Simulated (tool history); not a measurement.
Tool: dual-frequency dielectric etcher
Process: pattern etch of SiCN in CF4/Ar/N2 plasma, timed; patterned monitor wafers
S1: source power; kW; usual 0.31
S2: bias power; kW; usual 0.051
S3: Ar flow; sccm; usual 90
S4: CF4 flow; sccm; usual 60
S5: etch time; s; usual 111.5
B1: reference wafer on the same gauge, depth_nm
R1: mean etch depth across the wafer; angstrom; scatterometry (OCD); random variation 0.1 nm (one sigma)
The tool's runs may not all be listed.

{"run": 1, "day": 0.0, "S1": 0.31, "S2": 0.051, "S3": 81, "S4": 60, "S5": 111.5, "B1": 68.5, "R1": 695}
{"run": 2, "day": 0.7, "S1": 0.31, "S2": 0.051, "S3": 90, "S4": 60, "S5": 111.5, "B1": 68.5, "R1": 678}
{"day": 1.067, "done": "bias power generator calibrated"}
{"day": 1.704, "done": "upper electrode replaced"}
{"run": 3, "day": 1.725, "S1": 0.31, "S2": 0.051, "S3": 90, "S4": 60, "S5": 111.5, "B1": 68.5, "R1": 678}
{"run": 4, "day": 1.738, "S1": 0.31, "S2": 0.051, "S3": 90, "S4": 60, "S5": 111.5, "B1": 68.5, "R1": 677}
{"run": 5, "day": 1.962, "S1": 0.31, "S2": 0.04, "S3": 72, "S4": 60, "S5": 111.5, "B1": 68.5, "R1": 676}
{"day": 2.742, "done": "CF4 flow controller replaced"}
{"day": 3.017, "done": "wet clean of the chamber"}
{"run": 6, "day": 3.417, "S1": 0.34, "S2": 0.051, "S3": 71, "S4": 60, "S5": 111.5, "B1": 68.5, "R1": 752}
{"day": 3.792, "done": "gauge calibrated"}
{"run": 7, "day": 3.962, "S1": 0.28, "S2": 0.051, "S3": 100, "S4": 65, "S5": 111.5, "B1": 68.5, "R1": 614}
{"run": 8, "day": 4.504, "S1": 0.31, "S2": 0.051, "S3": 90, "S4": 60, "S5": 111.5, "B1": 68.5, "R1": 669}
{"run": 9, "day": 4.992, "S1": 0.31, "S2": 0.051, "S3": 90, "S4": 60, "S5": 111.5, "B1": 68.5, "R1": 669}
{"day": 5.425, "done": "source power generator calibrated"}
{"run": 10, "day": 5.446, "S1": 0.35, "S2": 0.051, "S3": 80, "S4": 65, "S5": 79.5, "B1": 68.5, "R1": 538}
{"run": 11, "day": 5.796, "S1": 0.31, "S2": 0.051, "S3": 104, "S4": 60, "S5": 111.5, "B1": 68.5, "R1": 647}
{"run": 12, "day": 6.175, "S1": 0.31, "S2": 0.051, "S3": 90, "S4": 50, "S5": 111.5, "B1": 68.5, "R1": 656}
{"run": 13, "day": 6.517, "S1": 0.31, "S2": 0.051, "S3": 90, "S4": 60, "S5": 111.5, "B1": 68.5, "R1": 670}
{"run": 14, "day": 7.133, "S1": 0.31, "S2": 0.057, "S3": 90, "S4": 52, "S5": 111.5, "B1": 68.5, "R1": 679}
{"run": 15, "day": 7.629, "S1": 0.31, "S2": 0.051, "S3": 90, "S4": 60, "S5": 124.5, "B1": 68.5, "R1": 749}
{"run": 16, "day": 8.112, "S1": 0.31, "S2": 0.062, "S3": 90, "S4": 60, "S5": 111.5, "B1": 68.5, "R1": 704}
{"run": 17, "day": 8.558, "S1": 0.31, "S2": 0.051, "S3": 90, "S4": 64, "S5": 111.5, "B1": 68.5, "R1": 676}
{"run": 18, "day": 8.85, "S1": 0.31, "S2": 0.063, "S3": 90, "S4": 60, "S5": 111.5, "B1": 68.5, "R1": 709}
{"run": 19, "day": 9.467, "S1": 0.31, "S2": 0.051, "S3": 90, "S4": 60, "S5": 111.5, "B1": 68.5, "R1": 674}
{"run": 20, "day": 9.854, "S1": 0.31, "S2": 0.051, "S3": 90, "S4": 60, "S5": 111.5, "B1": 68.5, "R1": 671}

5 ways to go on from here, each from the tool as it stands after run 20. What would each give?
{"run": "A", "day": 9.871, "S1": 0.31, "S2": 0.051, "S3": 90, "S4": 60, "S5": 130.5, "B1": "?", "R1": "?"}
{"run": "B", "day": 9.871, "S1": 0.31, "S2": 0.042, "S3": 90, "S4": 60, "S5": 78.5, "B1": "?", "R1": "?"}
{"run": "C", "day": 9.871, "S1": 0.31, "S2": 0.051, "S3": 105, "S4": 64, "S5": 111.5, "B1": "?", "R1": "?"}
{"run": "D", "day": 9.871, "S1": 0.31, "S2": 0.051, "S3": 70, "S4": 60, "S5": 95.5, "B1": "?", "R1": "?"}
{"run": "E", "day": 9.871, "S1": 0.31, "S2": 0.051, "S3": 90, "S4": 46, "S5": 111.5, "B1": "?", "R1": "?"}

run=A B1=68.5 R1=788
run=B B1=68.5 R1=454
run=C B1=68.5 R1=655
run=D B1=68.5 R1=611
run=E B1=68.5 R1=655
Without the tool's hidden state the same runs would have given:
run=A R1=777
run=B R1=447
run=C R1=646
run=D R1=603
run=E R1=646
